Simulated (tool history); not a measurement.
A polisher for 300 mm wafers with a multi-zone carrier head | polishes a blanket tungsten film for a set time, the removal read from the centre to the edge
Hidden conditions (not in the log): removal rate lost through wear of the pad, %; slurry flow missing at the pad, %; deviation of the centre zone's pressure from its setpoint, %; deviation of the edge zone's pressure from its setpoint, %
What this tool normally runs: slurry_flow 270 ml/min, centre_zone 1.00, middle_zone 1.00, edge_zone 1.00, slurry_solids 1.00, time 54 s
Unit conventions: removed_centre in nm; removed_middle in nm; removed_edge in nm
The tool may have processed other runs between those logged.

run   hour  slurry_flow  centre_zone  middle_zone  edge_zone  slurry_solids  time  wafers since the last listed run  wafers polished on this pad  hours since the slurry nozzle was cleaned  hours since the centre zone pressure was calibrated  hours since the edge zone pressure was calibrated  hours since the carrier head's membrane was replaced  incoming thickness of the incoming film, nm  removed_centre  removed_middle  removed_edge
  1    0.0          270         1.00         1.00       1.00           1.00    54                                 0                          588                                      302.9                                                587.7                                              904.6                                                 234.4                                        638.6           160.0           171.0         177.3
  2   35.2          335         0.94         1.00       0.97           0.90    54                               446                         1034                                      338.1                                                622.9                                              939.8                                                 269.6                                        646.7           149.5           170.2         173.5
  3   56.3          270         1.00         0.92       1.00           1.00    54                               267                         1301                                      359.2                                                644.0                                              960.9                                                 290.7                                        649.0           161.0           160.8         176.3
      64.8  -- edge zone pressure recalibrated
  4   74.0          270         1.00         1.00       1.00           1.10    68                               198                         1500                                      376.9                                                661.7                                                9.2                                                 308.4                                        662.7           204.8           220.7         228.7
      80.5  -- centre zone pressure recalibrated
      82.1  -- slurry nozzle cleaned
  5   97.9          270         1.00         0.91       1.11           0.80    54                               264                         1765                                       15.8                                                 17.4                                               33.1                                                 332.3                                        648.4           159.8           150.8         176.7
  6  114.3          270         1.00         1.00       1.00           1.00    70                               207                         1973                                       32.2                                                 33.8                                               49.5                                                 348.7                                        638.5           224.9           230.2         229.6
  7  135.1          270         1.00         1.00       1.00           1.25    54                               263                         2237                                       53.0                                                 54.6                                               70.3                                                 369.5                                        641.5           180.5           178.2         187.3
  8  148.3          270         1.00         1.00       1.07           1.00    69                               167                         2404                                       66.2                                                 67.8                                               83.5                                                 382.7                                        659.6           219.0           219.3         232.3
  9  166.3          270         1.00         1.00       1.00           0.85    54                               228                         2632                                       84.2                                                 85.8                                              101.5                                                 400.7                                        645.9           166.3           164.0         171.9
 10  184.4          355         1.00         1.12       1.03           1.25    54                               229                         2861                                      102.3                                                103.9                                              119.6                                                 418.8                                        654.0           185.8           200.2         191.8
 11  220.2          270         1.00         1.00       1.00           1.00    54                               453                         3315                                      138.1                                                139.7                                              155.4                                                 454.6                                        660.1           168.9           170.3         176.3
     235.9  -- worn pad replaced by a new one
 12  236.4          270         1.00         1.00       1.00           1.00    54                               154                            6                                      154.3                                                155.9                                              171.6                                                 470.8                                        651.1           170.2           176.9         176.8
 13  266.6          270         1.00         1.00       1.00           1.00    54                               382                          389                                      184.5                                                186.1                                              201.8                                                 501.0                                        658.2           172.6           170.4         177.5
 14  278.6          345         1.00         0.88       0.90           0.75    54                               152                          541                                      196.5                                                198.1                                              213.8                                                 513.0                                        645.6           166.0           147.1         161.9
 15  311.4          270         1.00         1.00       1.00           1.00    54                               415                          957                                      229.3                                                230.9                                              246.6                                                 545.8                                        649.7           167.6           172.2         176.9
 16  326.1          270         1.12         1.00       1.00           0.90    54                               186                         1143                                      244.0                                                245.6                                              261.3                                                 560.5                                        657.3           181.7           167.8         171.5
 17  347.5          270         1.00         0.90       1.00           0.75    54                               271                         1414                                      265.4                                                267.0                                              282.7                                                 581.9                                        645.9           157.6           149.3         166.2
 18  377.0          315         1.11         1.00       1.00           1.00    54                               373                         1788                                      294.9                                                296.5                                              312.2                                                 611.4                                        655.2           190.2           174.2         179.1
 19  396.4          180         1.00         1.00       1.09           1.00    54                               245                         2034                                      314.3                                                315.9                                              331.6                                                 630.8                                        660.0           158.9           164.3         177.0
     454.6  -- slurry nozzle cleaned
 20  478.2          220         1.10         0.93       1.00           1.00    71                              1024                         3058                                       23.6                                                397.7                                              413.4                                                 712.6                                        643.8           234.9           209.1         231.3
     487.4  -- worn pad replaced by a new one
 21  577.5          270         1.00         1.00       1.00           1.00    54                              1207                         1141                                      122.9                                                497.0                                              512.7                                                 811.9                                        659.2           162.5           174.0         178.3

Each row is a separate what-if for the run after 21, all from the same tool condition, not one after another. Results?
  A  577.9          270         1.00         1.00       1.00           1.00    54                                 5                         1146                                      123.3                                                497.4                                              513.1                                                 812.3                                        640.7               ?               ?             ?
  B  577.9          270         1.00         0.95       1.00           1.00    66                                 5                         1146                                      123.3                                                497.4                                              513.1                                                 812.3                                        640.7               ?               ?             ?
  C  577.9          270         1.00         1.00       0.97           1.10    54                                 5                         1146                                      123.3                                                497.4                                              513.1                                                 812.3                                        640.7               ?               ?             ?
  D  577.9          270         1.00         1.09       1.00           1.00    54                                 5                         1146                                      123.3                                                497.4                                              513.1                                                 812.3                                        640.7               ?               ?             ?

run  removed_centre  removed_middle  removed_edge
  A           163.8           172.8         175.6
  B           200.2           202.2         214.8
  C           167.4           176.5         177.4
  D           163.9           185.9         175.4
The same runs, with their run-to-run variation unchanged, on a tool lacking any hidden condition would have given:
run  removed_centre  removed_middle  removed_edge
  A           173.9           172.7         175.6
  B           212.5           202.2         214.8
  C           177.7           176.5         177.4
  D           174.0           185.8         175.4

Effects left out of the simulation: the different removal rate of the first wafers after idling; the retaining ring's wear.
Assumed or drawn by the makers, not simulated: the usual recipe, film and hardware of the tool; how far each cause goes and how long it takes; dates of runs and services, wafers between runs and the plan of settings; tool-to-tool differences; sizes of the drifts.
